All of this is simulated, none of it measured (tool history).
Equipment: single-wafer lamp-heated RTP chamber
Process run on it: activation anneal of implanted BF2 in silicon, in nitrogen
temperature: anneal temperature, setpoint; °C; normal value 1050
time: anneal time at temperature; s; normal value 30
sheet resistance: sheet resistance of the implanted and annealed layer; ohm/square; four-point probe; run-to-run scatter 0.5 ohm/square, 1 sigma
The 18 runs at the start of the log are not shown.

run   hour  temperature  time  wafers since the last listed run  wafers since the last pyrometer calibration  wafers since the reflector plate was cleaned  hours since the gauge calibration  read-back reference wafer on the same gauge, sheet resistance  sheet resistance
     535.3  -- reflector plate cleaned
 19  555.6         1050    16                               457                                         1709                                           227                              822.9                                                         108.75            140.86
 20  573.5         1042    13                               200                                         1910                                           428                              840.8                                                          108.9            147.56
     591.8  -- pyrometer window cleaned and pyrometer calibrated
 21  593.7         1050    45                               136                                           20                                           565                                861                                                         109.11            129.53
       614  -- gauge calibrated
 22  624.8         1078    30                               348                                          369                                           913                               10.8                                                         106.85            123.17
 23  643.8         1073    16                               212                                          582                                          1126                               29.8                                                         106.69            129.53
 24  670.6         1026    48                               300                                          882                                          1426                               56.6                                                         106.75            135.65
 25  694.4         1050    30                               266                                         1149                                          1693                               80.4                                                         106.82            131.68
 26  728.8         1034    41                               385                                         1534                                          2079                              114.8                                                         106.73            134.25
 27  742.7         1050    30                               155                                         1690                                          2234                              128.7                                                         106.81            131.71
 28  760.9         1029    42                               203                                         1894                                          2438                              146.9                                                         106.82            136.03
     782.9  -- pyrometer window cleaned and pyrometer calibrated
 29    784         1068    30                               169                                           12                                          2608                                170                                                         106.83            125.75
 30  800.1         1070    42                               180                                          193                                          2788                              186.1                                                          106.8            121.65
 31  828.6         1050    30                               319                                          512                                          3107                              214.6                                                         106.99            131.06
 32  855.7         1025    47                               303                                          816                                          3411                              241.7                                                            107            136.97
 33  881.4         1050    36                               288                                         1104                                          3699                              267.4                                                         107.07            129.82

Run 34, settings as shown, results not yet in. Your forecast:
 34  897.7         1060    30                               182                                         1286                                          3882                              283.7                                                              ?                 ?

For run 34 the tool returned read-back reference wafer on the same gauge, sheet resistance 106.98, sheet resistance 129.2 ohm/square.
If the tool had no hidden condition, the same run with the same run-to-run variation would have returned sheet resistance 129.14 ohm/square.
